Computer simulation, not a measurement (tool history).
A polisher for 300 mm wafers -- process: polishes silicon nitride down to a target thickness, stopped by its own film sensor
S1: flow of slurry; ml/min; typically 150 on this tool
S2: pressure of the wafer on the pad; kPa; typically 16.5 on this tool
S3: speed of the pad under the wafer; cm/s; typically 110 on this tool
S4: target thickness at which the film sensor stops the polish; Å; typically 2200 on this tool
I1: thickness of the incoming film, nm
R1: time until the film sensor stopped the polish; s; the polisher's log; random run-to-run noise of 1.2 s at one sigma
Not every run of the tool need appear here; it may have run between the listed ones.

Run 1, hour 0: usual settings but S4 2330 Å; I1 297.8. Result: R1 55.7 s.
At hour 38.8: worn pad replaced by a new one.
At hour 60.7: head pressure recalibrated.
Run 2, hour 71.4: usual settings but S4 2330 Å; I1 300.7. Result: R1 51.1 s.
Run 3, hour 129: usual settings; I1 300.4. Result: R1 62.4 s.
At hour 150.9: slurry nozzle cleaned.
Run 4, hour 163.6: usual settings; I1 300.4. Result: R1 64.6 s.
Run 5, hour 219.2: usual settings but S2 20 kPa; I1 302.6. Result: R1 54.9 s.
Run 6, hour 283.3: usual settings but S2 20 kPa; I1 305. Result: R1 60 s.
At hour 324.8: worn pad replaced by a new one.
Run 7, hour 354.7: usual settings but S3 128 cm/s; I1 304.4. Result: R1 59 s.
Run 8, hour 417.5: usual settings but S3 128 cm/s; I1 303.6. Result: R1 61.4 s.
Run 9, hour 481.7: usual settings; I1 299.4. Result: R1 64.2 s.
Run 10, hour 528.5: usual settings; I1 304.2. Result: R1 72.7 s.
At hour 557.7: worn pad replaced by a new one.
At hour 557.7: head pressure recalibrated.
At hour 568.7: slurry nozzle cleaned.
Run 11, hour 581.2: usual settings; I1 297.4. Result: R1 60.8 s.
Run 12, hour 644.9: usual settings but S1 185 ml/min, S2 17.9 kPa; I1 306.3. Result: R1 61 s.
Run 13, hour 687.9: usual settings but S3 140 cm/s; I1 303.9. Result: R1 54.7 s.
Run 14, hour 742.7: usual settings but S1 165 ml/min, S4 2310 Å; I1 303.7. Result: R1 58.1 s.
Run 15, hour 797.2: usual settings but S1 165 ml/min, S2 13.1 kPa; I1 298. Result: R1 84.6 s.
Run 16, hour 830: usual settings; I1 298.2. Result: R1 67.2 s.
At hour 839.1: worn pad replaced by a new one.
Run 17, hour 880.2: usual settings but S1 165 ml/min, S4 2310 Å; I1 299.8. Result: R1 50.1 s.
At hour 924: slurry nozzle cleaned.
Run 18, hour 930: usual settings but S2 11.7 kPa, S3 144 cm/s, S4 2440 Å; I1 295.4. Result: R1 44.7 s.
At hour 964.1: head pressure recalibrated.
Run 19, hour 977.8: usual settings; I1 300.5. Result: R1 63.5 s.
Run 20, hour 1040.8: usual settings but S2 13.1 kPa; I1 298. Result: R1 80.7 s.
Run 21, hour 1092.5: usual settings but S1 105 ml/min, S2 14.5 kPa, S3 98 cm/s, S4 2360 Å; I1 304.6. Result: R1 78.4 s.
At hour 1120.3: worn pad replaced by a new one.
Run 22, hour 1162.4: usual settings; I1 298.3. Result: R1 60.9 s.
Run 23, hour 1188.3: usual settings but S1 135 ml/min, S2 13.8 kPa; I1 300.2. Result: R1 77.5 s.
Run 24, hour 1256: usual settings but S4 2020 Å; I1 300.8. Result: R1 78.9 s.

Below are 5 alternative next runs, each starting from the tool's condition after run 24. Predict each:
Run A, hour 1256.4: usual settings but S4 2300 Å; I1 299.6. Result: R1 ?.
Run B, hour 1256.4: usual settings but S4 2280 Å; I1 299.6. Result: R1 ?.
Run C, hour 1256.4: usual settings but S4 2440 Å; I1 299.6. Result: R1 ?.
Run D, hour 1256.4: usual settings but S2 11 kPa, S3 82 cm/s; I1 299.6. Result: R1 ?.
Run E, hour 1256.4: usual settings but S1 180 ml/min, S2 18.6 kPa, S3 146 cm/s; I1 299.6. Result: R1 ?.

run     R1
  A   56.3
  B   57.9
  C     45
  D  122.2
  E   44.2
The same runs, with their run-to-run variation unchanged, on a tool lacking any hidden condition would have given:
run     R1
  A   51.9
  B   53.4
  C   41.4
  D  112.6
  E   40.8
